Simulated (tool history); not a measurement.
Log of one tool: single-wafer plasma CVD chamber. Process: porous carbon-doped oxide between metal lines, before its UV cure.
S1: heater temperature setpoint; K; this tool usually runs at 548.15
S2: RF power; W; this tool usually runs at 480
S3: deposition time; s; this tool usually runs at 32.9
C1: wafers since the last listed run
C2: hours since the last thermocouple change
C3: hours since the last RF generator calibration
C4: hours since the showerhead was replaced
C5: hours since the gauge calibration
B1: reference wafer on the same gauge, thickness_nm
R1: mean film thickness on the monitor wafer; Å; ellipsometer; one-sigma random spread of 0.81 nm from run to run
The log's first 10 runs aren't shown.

run,hour,S1,S2,S3,C1,C2,C3,C4,C5,B1,R1
11,139.5,548.15,435,32.9,288,980.4,1237.4,7886.9,67.7,208.068,1813.7
12,149.3,548.15,480,32.9,199,990.2,1247.2,7896.7,77.5,208.088,1965.27
13,163.7,548.15,480,32.9,292,1004.6,1261.6,7911.1,91.9,207.723,1949.06
14,174.3,548.15,480,32.9,215,1015.2,1272.2,7921.7,102.5,207.766,1955.18
# hour 193: showerhead replaced
15,193.5,548.15,520,31.6,227,1034.4,1291.4,0.5,121.7,208.273,1976
16,208.5,556.15,405,32.9,305,1049.4,1306.4,15.5,136.7,208.177,1613.56
# hour 228.2: thermocouple changed; heater temperature recalibrated
17,228.7,548.15,480,32.9,248,0.5,1326.6,35.7,156.9,207.669,1940.73
18,241.3,533.15,410,32.9,256,13.1,1339.2,48.3,169.5,207.86,1936.2
19,256.4,540.15,420,32.9,307,28.2,1354.3,63.4,184.6,208.171,1849.28
20,267.1,548.15,455,27.7,217,38.9,1365,74.1,195.3,208.038,1573.85
21,281.1,538.15,565,38.9,284,52.9,1379,88.1,209.3,207.637,2755
# hour 291.8: RF generator calibrated
22,292.3,554.15,480,30.8,65,64.1,0.5,99.3,220.5,208.151,1845.88
# hour 297.1: gauge calibrated
23,305.3,543.15,510,37,264,77.1,13.5,112.3,8.2,208.027,2471.67

Run 24, settings as shown, results not yet in. Your forecast:
24,320.7,538.15,390,38.5,313,92.5,28.9,127.7,23.6,?,?

B1: 208.266
R1: 2199.79 Å
The same run, on a tool lacking any hidden state, would have yielded R1 2204.34 Å.
